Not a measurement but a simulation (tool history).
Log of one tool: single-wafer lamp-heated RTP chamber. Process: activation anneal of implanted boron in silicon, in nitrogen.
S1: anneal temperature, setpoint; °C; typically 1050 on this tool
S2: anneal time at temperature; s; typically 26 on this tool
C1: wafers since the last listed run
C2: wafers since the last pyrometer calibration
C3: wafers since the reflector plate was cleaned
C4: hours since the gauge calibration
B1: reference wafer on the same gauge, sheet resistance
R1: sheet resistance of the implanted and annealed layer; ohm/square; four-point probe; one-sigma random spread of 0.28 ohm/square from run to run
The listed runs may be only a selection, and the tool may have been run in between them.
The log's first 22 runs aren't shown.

run,hour,S1,S2,C1,C2,C3,C4,B1,R1
23,260.6,1025,15,241,607,4305,245.0,222.96,191.86
24,276.4,1060,37,241,848,4547,260.8,223.16,187.33
25,291.5,1036,34,231,1079,4778,275.9,223.39,189.12
26,300.5,1032,32,137,1217,4916,284.9,223.44,190.28
# hour 317.9: reflector plate cleaned
27,318.4,1050,13,151,1369,8,302.8,223.77,191.01
28,325.1,1063,20,102,1471,110,309.5,223.92,189.57
# hour 359.6: gauge calibrated
29,376.5,1050,26,786,2258,897,16.9,221.32,187.14
30,389.6,1027,26,200,2459,1098,30.0,221.29,189.51
31,401.3,1040,39,179,2638,1277,41.7,221.29,187.03
32,443.0,1021,11,638,3276,1915,83.4,221.43,191.88
33,449.4,1076,35,97,3374,2013,89.8,221.46,184.66
34,458.1,1062,13,133,3507,2146,98.5,221.52,188.54
35,473.0,1069,26,228,3735,2374,113.4,221.56,185.85
36,481.8,1050,26,134,3870,2509,122.2,221.72,187.25
37,492.5,1050,26,163,4033,2673,132.9,221.78,187.70

Forecast each of these 4 alternatives for the next run:
A,492.9,1050,31,6,4040,2679,133.3,?,?
B,492.9,1050,19,6,4040,2679,133.3,?,?
C,492.9,1031,12,6,4040,2679,133.3,?,?
D,492.9,1040,36,6,4040,2679,133.3,?,?

run,B1,R1
A,221.71,187.38
B,221.71,188.60
C,221.71,191.09
D,221.71,187.77
Take away the tool's hidden state, keep each run's random variation, and the runs would have read:
run,R1
A,186.75
B,187.96
C,190.44
D,187.14
